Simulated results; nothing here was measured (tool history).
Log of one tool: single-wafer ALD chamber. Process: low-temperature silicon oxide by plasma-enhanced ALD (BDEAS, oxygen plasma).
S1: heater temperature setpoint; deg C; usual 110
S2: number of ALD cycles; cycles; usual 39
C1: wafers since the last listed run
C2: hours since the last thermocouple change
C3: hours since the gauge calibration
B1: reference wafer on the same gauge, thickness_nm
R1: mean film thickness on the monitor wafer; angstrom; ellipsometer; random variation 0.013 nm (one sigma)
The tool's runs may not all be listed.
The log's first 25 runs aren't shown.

run   hour   S1  S2   C1     C2     C3     B1     R1
 26  345.7  122  47  126  122.4   16.3   5.12  62.41
 27  359.1  119  35  124  135.8   29.7  5.115  46.28
 28  368.6  123  46   88  145.3   39.2  5.111  60.35
 29  384.8  110  39  150  161.5   55.4  5.099  52.67
 30  391.1  110  39   58  167.8   61.7  5.097  52.28
 31  399.7  113  44   79  176.4   70.3  5.094  58.64
 32  410.8  122  46  103  187.5   81.4  5.086   60.4
 33  428.5  114  43  164  205.2   99.1  5.079  57.51
 34  437.8  116  45   86  214.5  108.4  5.074  59.62
 35  449.3  119  44  106    226  119.9  5.071  57.96
 36  462.3  110  39  120    239  132.9  5.066  51.97
 37  470.2  115  45   73  246.9  140.8  5.065  59.59
 38  522.7  115  46  487  299.4  193.3  5.046  60.69
 39  538.5  119  32  146  315.2  209.1  5.043  41.75
 40  550.8  110  39  114  327.5  221.4   5.04  51.74
 41  565.7   97  42  138  342.4  236.3  5.035  57.27
 42  579.5  121  42  128  356.2  250.1  5.033  54.84
 43    586  110  39   60  362.7  256.6  5.033  51.87

4 ways to go on from here, each from the tool as it stands after run 43. What would each give?
  A  586.5  121  39   4  363.2  257.1   ?   ?
  B  586.5  120  34   4  363.2  257.1   ?   ?
  C  586.5  124  34   4  363.2  257.1   ?   ?
  D  586.5  121  47   4  363.2  257.1   ?   ?

run    B1     R1
  A  5.03  50.73
  B  5.03   44.3
  C  5.03  43.98
  D  5.03  61.13
Without the tool's hidden state the same runs would have given:
run     R1
  A  51.83
  B  45.26
  C  44.93
  D  62.46
